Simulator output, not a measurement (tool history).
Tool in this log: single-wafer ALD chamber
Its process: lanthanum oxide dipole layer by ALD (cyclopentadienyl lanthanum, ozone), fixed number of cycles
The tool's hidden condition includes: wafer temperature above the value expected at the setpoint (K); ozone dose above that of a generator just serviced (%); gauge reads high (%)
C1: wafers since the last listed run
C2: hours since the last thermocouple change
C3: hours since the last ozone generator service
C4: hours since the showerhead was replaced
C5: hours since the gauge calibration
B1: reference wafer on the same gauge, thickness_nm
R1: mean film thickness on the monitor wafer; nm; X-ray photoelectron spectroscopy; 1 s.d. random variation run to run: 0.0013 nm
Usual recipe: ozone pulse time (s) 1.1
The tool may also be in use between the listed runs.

{"run": 1, "hour": 0.0, "ozone pulse time (s)": 0.91, "C1": 0, "C2": 821.9, "C3": 867.2, "C4": 4125.6, "C5": 917.2, "B1": 0.433, "R1": 0.483}
{"run": 2, "hour": 75.9, "ozone pulse time (s)": 0.91, "C1": 1563, "C2": 897.8, "C3": 943.1, "C4": 4201.5, "C5": 993.1, "B1": 0.433, "R1": 0.486}
{"run": 3, "hour": 98.2, "ozone pulse time (s)": 1.44, "C1": 459, "C2": 920.1, "C3": 965.4, "C4": 4223.8, "C5": 1015.4, "B1": 0.433, "R1": 0.563}
{"run": 4, "hour": 120.3, "ozone pulse time (s)": 1.44, "C1": 455, "C2": 942.2, "C3": 987.5, "C4": 4245.9, "C5": 1037.5, "B1": 0.433, "R1": 0.563}
{"run": 5, "hour": 144.7, "ozone pulse time (s)": 1.1, "C1": 502, "C2": 966.6, "C3": 1011.9, "C4": 4270.3, "C5": 1061.9, "B1": 0.433, "R1": 0.523}
{"run": 6, "hour": 160.6, "ozone pulse time (s)": 1.1, "C1": 327, "C2": 982.5, "C3": 1027.8, "C4": 4286.2, "C5": 1077.8, "B1": 0.433, "R1": 0.524}
{"hour": 180.8, "done": "ozone generator serviced"}
{"run": 7, "hour": 181.3, "ozone pulse time (s)": 1.1, "C1": 261, "C2": 1003.2, "C3": 0.5, "C4": 4306.9, "C5": 1098.5, "B1": 0.433, "R1": 0.529}
{"run": 8, "hour": 222.0, "ozone pulse time (s)": 1.1, "C1": 838, "C2": 1043.9, "C3": 41.2, "C4": 4347.6, "C5": 1139.2, "B1": 0.433, "R1": 0.53}
{"run": 9, "hour": 240.4, "ozone pulse time (s)": 1.1, "C1": 379, "C2": 1062.3, "C3": 59.6, "C4": 4366, "C5": 1157.6, "B1": 0.433, "R1": 0.53}
{"run": 10, "hour": 253.6, "ozone pulse time (s)": 1.1, "C1": 271, "C2": 1075.5, "C3": 72.8, "C4": 4379.2, "C5": 1170.8, "B1": 0.433, "R1": 0.53}
{"run": 11, "hour": 279.2, "ozone pulse time (s)": 1.1, "C1": 527, "C2": 1101.1, "C3": 98.4, "C4": 4404.8, "C5": 1196.4, "B1": 0.433, "R1": 0.53}
{"hour": 291.0, "done": "thermocouple changed; heater temperature recalibrated"}
{"run": 12, "hour": 313.6, "ozone pulse time (s)": 1.1, "C1": 543, "C2": 22.6, "C3": 132.8, "C4": 4439.2, "C5": 1230.8, "B1": 0.433, "R1": 0.531}
{"run": 13, "hour": 359.8, "ozone pulse time (s)": 1.33, "C1": 951, "C2": 68.8, "C3": 179, "C4": 4485.4, "C5": 1277, "B1": 0.433, "R1": 0.558}
{"run": 14, "hour": 394.7, "ozone pulse time (s)": 0.92, "C1": 718, "C2": 103.7, "C3": 213.9, "C4": 4520.3, "C5": 1311.9, "B1": 0.433, "R1": 0.492}
{"run": 15, "hour": 408.2, "ozone pulse time (s)": 1.28, "C1": 278, "C2": 117.2, "C3": 227.4, "C4": 4533.8, "C5": 1325.4, "B1": 0.433, "R1": 0.553}
{"run": 16, "hour": 434.2, "ozone pulse time (s)": 1.28, "C1": 535, "C2": 143.2, "C3": 253.4, "C4": 4559.8, "C5": 1351.4, "B1": 0.433, "R1": 0.552}
{"hour": 454.5, "done": "showerhead replaced"}
{"run": 17, "hour": 455.0, "ozone pulse time (s)": 1.1, "C1": 263, "C2": 164, "C3": 274.2, "C4": 0.5, "C5": 1372.2, "B1": 0.433, "R1": 0.526}
{"run": 18, "hour": 472.0, "ozone pulse time (s)": 0.85, "C1": 350, "C2": 181, "C3": 291.2, "C4": 17.5, "C5": 1389.2, "B1": 0.433, "R1": 0.475}
{"hour": 488.4, "done": "gauge calibrated"}
{"run": 19, "hour": 503.4, "ozone pulse time (s)": 1.35, "C1": 646, "C2": 212.4, "C3": 322.6, "C4": 48.9, "C5": 15, "B1": 0.433, "R1": 0.559}
{"run": 20, "hour": 531.7, "ozone pulse time (s)": 1.1, "C1": 582, "C2": 240.7, "C3": 350.9, "C4": 77.2, "C5": 43.3, "B1": 0.433, "R1": 0.53}
{"run": 21, "hour": 567.6, "ozone pulse time (s)": 1.39, "C1": 739, "C2": 276.6, "C3": 386.8, "C4": 113.1, "C5": 79.2, "B1": 0.433, "R1": 0.563}
{"run": 22, "hour": 602.7, "ozone pulse time (s)": 0.96, "C1": 723, "C2": 311.7, "C3": 421.9, "C4": 148.2, "C5": 114.3, "B1": 0.433, "R1": 0.501}
{"run": 23, "hour": 626.9, "ozone pulse time (s)": 1.1, "C1": 498, "C2": 335.9, "C3": 446.1, "C4": 172.4, "C5": 138.5, "B1": 0.433, "R1": 0.525}
{"run": 24, "hour": 651.8, "ozone pulse time (s)": 0.97, "C1": 512, "C2": 360.8, "C3": 471, "C4": 197.3, "C5": 163.4, "B1": 0.433, "R1": 0.501}
{"run": 25, "hour": 667.9, "ozone pulse time (s)": 0.73, "C1": 331, "C2": 376.9, "C3": 487.1, "C4": 213.4, "C5": 179.5, "B1": 0.433, "R1": 0.43}
{"run": 26, "hour": 693.5, "ozone pulse time (s)": 1.47, "C1": 527, "C2": 402.5, "C3": 512.7, "C4": 239, "C5": 205.1, "B1": 0.433, "R1": 0.567}
{"run": 27, "hour": 720.3, "ozone pulse time (s)": 1.4, "C1": 552, "C2": 429.3, "C3": 539.5, "C4": 265.8, "C5": 231.9, "B1": 0.433, "R1": 0.56}
{"run": 28, "hour": 740.8, "ozone pulse time (s)": 1.49, "C1": 422, "C2": 449.8, "C3": 560, "C4": 286.3, "C5": 252.4, "B1": 0.433, "R1": 0.57}
{"run": 29, "hour": 768.7, "ozone pulse time (s)": 0.74, "C1": 574, "C2": 477.7, "C3": 587.9, "C4": 314.2, "C5": 280.3, "B1": 0.433, "R1": 0.436}
{"run": 30, "hour": 783.3, "ozone pulse time (s)": 0.68, "C1": 300, "C2": 492.3, "C3": 602.5, "C4": 328.8, "C5": 294.9, "B1": 0.433, "R1": 0.411}
{"run": 31, "hour": 797.5, "ozone pulse time (s)": 0.75, "C1": 292, "C2": 506.5, "C3": 616.7, "C4": 343, "C5": 309.1, "B1": 0.433, "R1": 0.439}
{"run": 32, "hour": 822.9, "ozone pulse time (s)": 0.77, "C1": 523, "C2": 531.9, "C3": 642.1, "C4": 368.4, "C5": 334.5, "B1": 0.433, "R1": 0.447}
{"run": 33, "hour": 843.0, "ozone pulse time (s)": 1.23, "C1": 414, "C2": 552, "C3": 662.2, "C4": 388.5, "C5": 354.6, "B1": 0.433, "R1": 0.545}
{"run": 34, "hour": 866.7, "ozone pulse time (s)": 1.43, "C1": 488, "C2": 575.7, "C3": 685.9, "C4": 412.2, "C5": 378.3, "B1": 0.433, "R1": 0.564}

Here are 4 independent what-if runs from the current tool condition. What would each one return?
{"run": "A", "hour": 867.1, "ozone pulse time (s)": 0.87, "C1": 8, "C2": 576.1, "C3": 686.3, "C4": 412.6, "C5": 378.7, "B1": "?", "R1": "?"}
{"run": "B", "hour": 867.1, "ozone pulse time (s)": 1.38, "C1": 8, "C2": 576.1, "C3": 686.3, "C4": 412.6, "C5": 378.7, "B1": "?", "R1": "?"}
{"run": "C", "hour": 867.1, "ozone pulse time (s)": 0.78, "C1": 8, "C2": 576.1, "C3": 686.3, "C4": 412.6, "C5": 378.7, "B1": "?", "R1": "?"}
{"run": "D", "hour": 867.1, "ozone pulse time (s)": 1.3, "C1": 8, "C2": 576.1, "C3": 686.3, "C4": 412.6, "C5": 378.7, "B1": "?", "R1": "?"}

run=A B1=0.433 R1=0.478
run=B B1=0.433 R1=0.562
run=C B1=0.433 R1=0.45
run=D B1=0.433 R1=0.554
Without the tool's unlogged condition, the same runs would have read:
run=A R1=0.483
run=B R1=0.565
run=C R1=0.456
run=D R1=0.558

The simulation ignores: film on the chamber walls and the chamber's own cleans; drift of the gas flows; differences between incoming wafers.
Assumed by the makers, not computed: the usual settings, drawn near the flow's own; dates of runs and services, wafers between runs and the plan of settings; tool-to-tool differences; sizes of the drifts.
